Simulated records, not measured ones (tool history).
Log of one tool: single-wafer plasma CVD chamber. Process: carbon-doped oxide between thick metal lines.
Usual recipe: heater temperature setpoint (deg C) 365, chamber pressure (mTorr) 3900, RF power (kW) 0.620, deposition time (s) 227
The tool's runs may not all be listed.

run,hour,heater temperature setpoint (deg C),chamber pressure (mTorr),RF power (kW),deposition time (s),"read-back reference wafer on the same gauge, thickness_nm",mean film thickness on the monitor wafer (angstrom)
1,0.0,365,3900,0.620,227,1249.079,11646.58
2,21.6,365,3900,0.620,227,1249.824,11652.73
3,38.4,365,3900,0.685,227,1250.244,12190.81
# hour 51.8: capacitance manometer re-zeroed and calibrated
4,55.4,365,3900,0.650,227,1250.161,11912.43
5,84.6,365,3900,0.620,227,1250.188,11656.99
6,103.4,359,3520,0.590,227,1249.605,11323.29
7,132.6,365,4370,0.620,227,1250.347,11888.51
8,147.2,361,4610,0.515,251,1250.698,12369.26
9,174.1,359,4720,0.620,227,1249.436,12198.89
10,193.6,352,4330,0.685,185,1250.270,10423.19
11,208.5,365,3900,0.620,227,1249.837,11609.17
12,241.8,352,4580,0.620,227,1249.597,12287.31
13,255.6,365,3900,0.655,272,1250.105,14231.80
# hour 284.1: RF generator calibrated
# hour 292.5: showerhead replaced
14,293.0,365,3520,0.515,242,1249.629,11573.70
15,309.7,365,3900,0.710,227,1249.461,12687.96
16,344.4,352,4220,0.620,251,1250.055,13784.86
17,373.2,370,4240,0.660,252,1250.378,13743.82
18,385.7,365,4470,0.620,227,1250.551,12307.94
19,403.7,365,3900,0.620,227,1250.455,11936.19
20,430.5,375,4260,0.570,244,1250.565,12368.54
21,449.1,365,3340,0.580,227,1249.608,11279.15
22,477.4,365,3900,0.620,227,1249.501,11946.41
23,506.4,370,3900,0.535,193,1250.641,9466.72

For run 24, what comes out?
24,524.0,352,3370,0.670,215,?,?

Run 24 produced read-back reference wafer on the same gauge, thickness_nm 1249.215, mean film thickness on the monitor wafer (angstrom) 11712.72.
Were there no unlogged condition in the tool, this run, its random variation unchanged, would have produced mean film thickness on the monitor wafer (angstrom) 11744.66.
